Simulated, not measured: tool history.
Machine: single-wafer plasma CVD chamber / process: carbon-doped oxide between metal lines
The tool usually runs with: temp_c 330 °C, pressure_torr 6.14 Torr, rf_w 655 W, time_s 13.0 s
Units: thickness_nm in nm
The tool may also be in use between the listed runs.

| run | hour | temp_c | pressure_torr | rf_w | time_s | read-back reference wafer on the same gauge, thickness_nm | thickness_nm |
|---|---|---|---|---|---|---|---|
| 1 | 0.0 | 320 | 6.14 | 655 | 13.0 | 70.393 | 80.652 |
|  | 7.3 | gauge calibrated |
| 2 | 21.4 | 320 | 6.14 | 655 | 13.0 | 70.413 | 80.386 |
| 3 | 35.6 | 330 | 6.14 | 655 | 13.9 | 70.429 | 82.974 |
| 4 | 67.6 | 326 | 6.14 | 655 | 13.0 | 70.438 | 78.812 |
| 5 | 94.6 | 326 | 6.14 | 655 | 13.0 | 70.420 | 78.889 |
| 6 | 121.7 | 330 | 6.14 | 655 | 13.0 | 70.394 | 78.050 |
| 7 | 153.1 | 319 | 6.14 | 655 | 10.9 | 70.452 | 67.820 |
| 8 | 169.7 | 330 | 6.14 | 655 | 10.7 | 70.401 | 64.203 |
| 9 | 192.8 | 330 | 6.14 | 655 | 13.0 | 70.373 | 77.844 |
|  | 205.2 | showerhead replaced |
| 10 | 227.1 | 322 | 5.48 | 595 | 11.9 | 70.427 | 68.676 |
| 11 | 251.8 | 330 | 6.14 | 725 | 13.0 | 70.426 | 82.019 |
| 12 | 267.8 | 330 | 6.14 | 595 | 13.0 | 70.421 | 73.900 |
| 13 | 298.6 | 330 | 6.14 | 740 | 13.0 | 70.364 | 83.185 |
| 14 | 333.0 | 340 | 7.40 | 580 | 13.0 | 70.376 | 71.816 |
| 15 | 363.1 | 339 | 4.98 | 655 | 15.5 | 70.458 | 88.555 |
| 16 | 428.9 | 330 | 6.14 | 655 | 13.0 | 70.433 | 77.427 |
| 17 | 456.1 | 339 | 6.14 | 655 | 13.0 | 70.416 | 75.996 |
|  | 465.5 | thermocouple changed; heater temperature recalibrated |
| 18 | 470.7 | 330 | 6.57 | 560 | 13.0 | 70.455 | 72.891 |
| 19 | 488.0 | 330 | 6.14 | 655 | 15.0 | 70.342 | 90.824 |
| 20 | 519.4 | 326 | 6.14 | 655 | 13.0 | 70.373 | 79.670 |
| 21 | 532.6 | 330 | 5.40 | 655 | 13.0 | 70.405 | 77.880 |
| 22 | 552.0 | 340 | 6.14 | 700 | 13.0 | 70.344 | 79.308 |
| 23 | 658.1 | 330 | 6.14 | 655 | 13.0 | 70.332 | 78.524 |
| 24 | 674.7 | 330 | 6.14 | 655 | 13.0 | 70.413 | 78.814 |
| 25 | 706.6 | 330 | 6.54 | 655 | 14.1 | 70.426 | 85.794 |
| 26 | 722.4 | 330 | 7.26 | 655 | 13.0 | 70.330 | 79.559 |
| 27 | 757.2 | 337 | 4.70 | 655 | 15.4 | 70.354 | 88.950 |
| 28 | 772.8 | 338 | 7.38 | 755 | 14.4 | 70.378 | 92.812 |
| 29 | 807.7 | 330 | 6.14 | 655 | 13.0 | 70.375 | 78.479 |

Below, some changes in thickness_nm between adjacent runs. For each, the amount present without the hidden state too (settings, incoming material, random variation) and the amount remaining for the hidden state with gauge scatter not shared by both compared results:
Hidden state present: wafer temperature above the value expected at the setpoint (K); delivered RF power above the setpoint (%); true pressure above the setpoint (%); gauge reads high (%).
Run 14 -> 15: temp_c 340 -> 339, pressure_torr 7.40 -> 4.98, rf_w 580 -> 655, time_s 13.0 -> 15.5. thickness_nm +16.739 nm: hidden state -0.257, all else +16.996.
Run 17 -> 18: temp_c 339 -> 330, pressure_torr 6.14 -> 6.57, rf_w 655 -> 560, thermocouple changed; heater temperature recalibrated. thickness_nm -3.105 nm: hidden state +0.874, all else -3.979.
Run 18 -> 19: pressure_torr 6.57 -> 6.14, rf_w 560 -> 655, time_s 13.0 -> 15.0. thickness_nm +17.933 nm: hidden state -0.047, all else +17.980.

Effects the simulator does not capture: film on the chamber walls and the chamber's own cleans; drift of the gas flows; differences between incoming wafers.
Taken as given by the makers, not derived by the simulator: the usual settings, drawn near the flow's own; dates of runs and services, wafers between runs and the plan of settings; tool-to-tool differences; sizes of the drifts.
